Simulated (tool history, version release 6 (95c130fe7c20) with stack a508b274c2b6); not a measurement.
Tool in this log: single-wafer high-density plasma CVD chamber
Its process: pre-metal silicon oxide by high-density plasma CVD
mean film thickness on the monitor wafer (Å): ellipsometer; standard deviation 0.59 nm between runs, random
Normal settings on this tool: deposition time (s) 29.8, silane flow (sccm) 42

run      day  deposition time (s)  silane flow (sccm)  read-back reference wafer on the same gauge, thickness_nm  mean film thickness on the monitor wafer (Å)
  1    0.000                 29.8                  42                                                    144.150                                       1399.70
  2    4.100                 29.8                  42                                                    144.027                                       1387.03
  3   16.342                 29.8                  42                                                    144.088                                       1389.71
  4   26.300                 29.8                  36                                                    144.008                                       1221.19
  5   39.354                 29.8                  36                                                    143.908                                       1224.76
  6   43.821                 33.2                  42                                                    144.041                                       1556.72
  7   46.108                 33.2                  42                                                    143.957                                       1562.71
  8   48.858                 33.2                  42                                                    143.992                                       1562.21
  9   52.592                 29.8                  42                                                    143.977                                       1407.36
 10   54.538                 29.8                  42                                                    144.192                                       1400.74
 11   57.517                 29.8                  42                                                    144.044                                       1394.76
 12   60.354                 25.2                  42                                                    143.947                                       1193.99
 13   63.971                 25.2                  42                                                    143.780                                       1184.08
 14   66.267                 29.8                  42                                                    143.968                                       1411.03
 15   69.925                 29.8                  42                                                    144.043                                       1412.44
      72.429  -- silane flow controller replaced
 16   74.179                 29.8                  42                                                    143.965                                       1359.22
 17   83.988                 31.2                  42                                                    143.960                                       1424.35
 18   87.700                 31.2                  42                                                    143.989                                       1432.28
 19   92.012                 31.2                  42                                                    144.040                                       1436.67
 20   94.538                 29.8                  42                                                    144.125                                       1364.57
 21   98.129                 25.3                  49                                                    144.016                                       1326.17
 22  100.775                 29.8                  42                                                    144.008                                       1369.29
 23  105.258                 29.8                  35                                                    144.220                                       1163.18
     105.712  -- gauge calibrated
 24  108.117                 33.6                  38                                                    144.035                                       1417.60
 25  111.338                 34.9                  38                                                    143.889                                       1474.82
 26  114.433                 29.8                  47                                                    143.981                                       1513.54
 27  118.738                 28.3                  48                                                    144.039                                       1465.64
 28  122.929                 25.6                  42                                                    143.983                                       1168.35
 29  126.658                 27.1                  46                                                    143.966                                       1348.11
 30  130.679                 34.9                  38                                                    144.039                                       1470.15
 31  134.354                 31.9                  45                                                    144.103                                       1566.17
 32  136.892                 31.5                  42                                                    144.141                                       1465.37
 33  139.779                 33.8                  39                                                    144.096                                       1470.48
 34  143.346                 29.8                  48                                                    144.051                                       1546.65
 35  146.421                 34.0                  50                                                    143.936                                       1831.06
 36  150.017                 24.7                  39                                                    143.950                                       1075.05
 37  151.729                 25.3                  38                                                    144.134                                       1065.98
 38  153.317                 26.6                  49                                                    144.090                                       1408.66
 39  155.271                 29.8                  42                                                    143.979                                       1380.24
 40  158.971                 29.8                  42                                                    143.988                                       1381.32

How would selected steps in mean film thickness on the monitor wafer (Å) from run to run divide? Give the signed amount a tool lacking its hidden state would still show from settings, what came in and random variation, and the signed amount left for the hidden state, including any gauge scatter that is not in both of the compared results.
The tool's hidden condition here consists of: delivered silane flow above the setpoint (%); gauge reads high (%).
Run 5 -> 6: deposition time (s) 29.8 -> 33.2, silane flow (sccm) 36 -> 42. mean film thickness on the monitor wafer (Å) +331.96: hidden state +9.71, all else +322.25.
Run 13 -> 14: deposition time (s) 25.2 -> 29.8. mean film thickness on the monitor wafer (Å) +226.95: hidden state +7.28, all else +219.67.
Run 15 -> 16: silane flow controller replaced. mean film thickness on the monitor wafer (Å) -53.22: hidden state -46.37, all else -6.85.
Run 35 -> 36: deposition time (s) 34.0 -> 24.7, silane flow (sccm) 50 -> 39. mean film thickness on the monitor wafer (Å) -756.01: hidden state -6.76, all else -749.25.
Run 37 -> 38: deposition time (s) 25.3 -> 26.6, silane flow (sccm) 38 -> 49. mean film thickness on the monitor wafer (Å) +342.68: hidden state +4.00, all else +338.68.
